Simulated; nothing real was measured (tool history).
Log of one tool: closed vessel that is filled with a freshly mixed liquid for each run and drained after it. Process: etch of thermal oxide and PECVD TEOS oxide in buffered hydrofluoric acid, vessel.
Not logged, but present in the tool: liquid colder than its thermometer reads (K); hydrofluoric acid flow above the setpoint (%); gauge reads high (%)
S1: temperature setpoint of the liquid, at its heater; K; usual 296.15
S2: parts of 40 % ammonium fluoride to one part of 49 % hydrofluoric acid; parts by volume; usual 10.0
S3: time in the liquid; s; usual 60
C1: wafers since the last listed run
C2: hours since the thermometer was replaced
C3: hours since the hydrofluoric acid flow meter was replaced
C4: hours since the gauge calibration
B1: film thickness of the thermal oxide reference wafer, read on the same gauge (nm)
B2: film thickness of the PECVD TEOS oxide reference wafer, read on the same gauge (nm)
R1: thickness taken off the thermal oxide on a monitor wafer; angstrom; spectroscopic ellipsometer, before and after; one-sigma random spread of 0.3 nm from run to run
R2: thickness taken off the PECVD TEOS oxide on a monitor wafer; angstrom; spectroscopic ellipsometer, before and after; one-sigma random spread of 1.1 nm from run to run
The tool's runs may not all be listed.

Run 1, hour 0.0: usual settings; C1 0; C2 573.7; C3 443.6; C4 135.3; B1 109.98; B2 40.02. Result: R1 623.8 angstrom, R2 1326.0 angstrom.
Run 2, hour 8.2: usual settings but S1 293.65 K; C1 1075; C2 581.9; C3 451.8; C4 143.5; B1 110.00; B2 39.99. Result: R1 551.2 angstrom, R2 1153.2 angstrom.
Run 3, hour 32.4: usual settings but S1 293.65 K; C1 3172; C2 606.1; C3 476.0; C4 167.7; B1 110.00; B2 40.03. Result: R1 545.8 angstrom, R2 1140.6 angstrom.
Run 4, hour 47.4: usual settings but S1 298.15 K; C1 1966; C2 621.1; C3 491.0; C4 182.7; B1 110.01; B2 40.02. Result: R1 699.7 angstrom, R2 1485.2 angstrom.
Run 5, hour 60.2: usual settings; C1 1678; C2 633.9; C3 503.8; C4 195.5; B1 109.99; B2 40.01. Result: R1 623.0 angstrom, R2 1334.4 angstrom.
Run 6, hour 68.3: usual settings but S1 294.65 K, S2 13.5 parts by volume, S3 30 s; C1 1062; C2 642.0; C3 511.9; C4 203.6; B1 110.00; B2 39.94. Result: R1 223.7 angstrom, R2 474.1 angstrom.
Run 7, hour 77.9: usual settings but S1 293.15 K, S2 13.5 parts by volume, S3 90 s; C1 1258; C2 651.6; C3 521.5; C4 213.2; B1 109.99; B2 39.99. Result: R1 615.1 angstrom, R2 1301.8 angstrom.
Run 8, hour 85.2: usual settings but S2 13.0 parts by volume; C1 957; C2 658.9; C3 528.8; C4 220.5; B1 110.00; B2 39.99. Result: R1 505.5 angstrom, R2 1076.5 angstrom.
Run 9, hour 98.2: usual settings but S1 294.15 K, S2 13.5 parts by volume; C1 1704; C2 671.9; C3 541.8; C4 233.5; B1 109.98; B2 39.99. Result: R1 437.4 angstrom, R2 920.7 angstrom.
Run 10, hour 110.0: usual settings; C1 1547; C2 683.7; C3 553.6; C4 245.3; B1 110.02; B2 39.97. Result: R1 626.4 angstrom, R2 1342.4 angstrom.
At hour 116.4: thermometer replaced.
Run 11, hour 126.2: usual settings; C1 1992; C2 9.8; C3 569.8; C4 261.5; B1 109.99; B2 40.01. Result: R1 679.0 angstrom, R2 1444.9 angstrom.
At hour 136.7: hydrofluoric acid flow meter replaced.
Run 12, hour 137.2: usual settings but S1 298.65 K, S3 50 s; C1 1311; C2 20.8; C3 0.5; C4 272.5; B1 110.00; B2 40.03. Result: R1 606.8 angstrom, R2 1286.0 angstrom.
Run 13, hour 142.7: usual settings; C1 721; C2 26.3; C3 6.0; C4 278.0; B1 110.00; B2 39.99. Result: R1 633.6 angstrom, R2 1376.4 angstrom.
At hour 148.8: gauge calibrated.
Run 14, hour 151.9: usual settings but S1 291.15 K; C1 1206; C2 35.5; C3 15.2; C4 3.1; B1 110.01; B2 40.01. Result: R1 482.2 angstrom, R2 1017.9 angstrom.
Run 15, hour 168.8: usual settings but S2 7.0 parts by volume; C1 2215; C2 52.4; C3 32.1; C4 20.0; B1 110.01; B2 39.98. Result: R1 899.8 angstrom, R2 1901.3 angstrom.
Run 16, hour 181.1: usual settings but S1 297.65 K, S2 7.0 parts by volume; C1 1612; C2 64.7; C3 44.4; C4 32.3; B1 109.98; B2 39.99. Result: R1 979.1 angstrom, R2 2074.1 angstrom.
Run 17, hour 187.7: usual settings but S1 299.65 K, S3 30 s; C1 865; C2 71.3; C3 51.0; C4 38.9; B1 110.01; B2 40.00. Result: R1 384.4 angstrom, R2 806.7 angstrom.
Run 18, hour 198.1: usual settings but S2 11.0 parts by volume, S3 30 s; C1 1363; C2 81.7; C3 61.4; C4 49.3; B1 110.01; B2 40.01. Result: R1 290.5 angstrom, R2 621.8 angstrom.
Run 19, hour 205.1: usual settings; C1 917; C2 88.7; C3 68.4; C4 56.3; B1 109.99; B2 40.00. Result: R1 638.4 angstrom, R2 1355.3 angstrom.
Run 20, hour 220.1: usual settings; C1 1966; C2 103.7; C3 83.4; C4 71.3; B1 110.01; B2 39.98. Result: R1 638.6 angstrom, R2 1351.8 angstrom.
Run 21, hour 229.8: usual settings but S1 299.15 K, S2 13.0 parts by volume, S3 80 s; C1 1271; C2 113.4; C3 93.1; C4 81.0; B1 109.99; B2 40.01. Result: R1 783.7 angstrom, R2 1655.7 angstrom.
Run 22, hour 246.5: usual settings but S2 7.5 parts by volume; C1 2189; C2 130.1; C3 109.8; C4 97.7; B1 110.01; B2 39.99. Result: R1 846.7 angstrom, R2 1774.0 angstrom.
Run 23, hour 259.3: usual settings; C1 1678; C2 142.9; C3 122.6; C4 110.5; B1 109.98; B2 40.01. Result: R1 633.0 angstrom, R2 1336.0 angstrom.
Run 24, hour 266.4: usual settings but S2 13.5 parts by volume, S3 75 s; C1 930; C2 150.0; C3 129.7; C4 117.6; B1 110.00; B2 39.96. Result: R1 603.2 angstrom, R2 1278.3 angstrom.
Run 25, hour 273.6: usual settings but S1 294.15 K; C1 944; C2 157.2; C3 136.9; C4 124.8; B1 110.00; B2 39.97. Result: R1 564.2 angstrom, R2 1211.8 angstrom.
Run 26, hour 290.8: usual settings; C1 2255; C2 174.4; C3 154.1; C4 142.0; B1 109.99; B2 40.04. Result: R1 639.4 angstrom, R2 1344.5 angstrom.

Difference, measured minus no-hidden-state, one row per run. Run-to-run variation is common to both terms; the gauge's own scatter need not be:
run     R1     R2
  1   -5.4  -11.5
  2   -5.6  -11.7
  3   -5.7  -11.9
  4   -6.0  -12.6
  5   -5.9  -12.4
  6   +5.9  +12.4
  7  +16.0  +33.8
  8  +14.1  +29.9
  9  +12.0  +25.1
 10   -4.2   -9.0
 11  +47.0  +99.9
 12   +3.2   +6.9
 13   +3.4   +7.3
 14   +2.4   +5.1
 15   +9.3  +19.9
 16  +11.1  +23.5
 17   +2.1   +4.5
 18   +4.3   +9.0
 19   +3.1   +6.7
 20   +3.2   +6.7
 21  +13.2  +27.9
 22  +18.0  +37.7
 23   +3.1   +6.4
 24  +11.4  +24.1
 25   +2.4   +5.2
 26   +3.1   +6.5
